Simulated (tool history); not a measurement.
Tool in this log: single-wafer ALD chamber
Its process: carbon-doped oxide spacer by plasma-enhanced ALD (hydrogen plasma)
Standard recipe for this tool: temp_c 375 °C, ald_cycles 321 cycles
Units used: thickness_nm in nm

run     day  temp_c  ald_cycles  read-back reference wafer on the same gauge, thickness_nm  thickness_nm
  1       0     375         321                                                      16.69        15.356
  2   1.321     375         321                                                     16.695        15.418
  3       2     375         321                                                     16.701        15.299
  4     2.9     375         321                                                     16.699         15.33
  5   6.567     375         321                                                     16.708        15.386
  6   7.883     375         321                                                     16.706        15.364
      8.425  -- gauge calibrated
  7   8.804     375         321                                                     16.702        15.345
  8  10.096     375         321                                                     16.698        15.341
  9  11.371     375         321                                                     16.697        15.347
 10  12.367     389         346                                                     16.702        16.526
 11  13.783     375         353                                                       16.7        16.907
       15.2  -- thermocouple changed; heater temperature recalibrated
 12  15.221     375         269                                                       16.7        12.907
 13  16.158     387         337                                                     16.711        16.133
 14    16.9     375         321                                                     16.705        15.354
 15  17.454     387         368                                                     16.701        17.603
 16  18.492     385         321                                                     16.694         15.36
 17  19.296     364         263                                                     16.694        12.582
 18  20.767     363         321                                                     16.702        15.344
 19  21.742     375         321                                                     16.709        15.373

Here are 4 independent what-if runs from the current tool condition. What would each one return?
  A  21.779     375         321                                                          ?             ?
  B  21.779     390         303                                                          ?             ?
  C  21.779     364         267                                                          ?             ?
  D  21.779     381         278                                                          ?             ?

run  read-back reference wafer on the same gauge, thickness_nm  thickness_nm
  A                                                     16.699        15.339
  B                                                     16.699        14.479
  C                                                     16.699        12.759
  D                                                     16.699        13.284
Stripped of hidden state, with their random variation kept, the same runs would have yielded:
run  thickness_nm
  A        15.339
  B        14.479
  C        12.759
  D        13.284
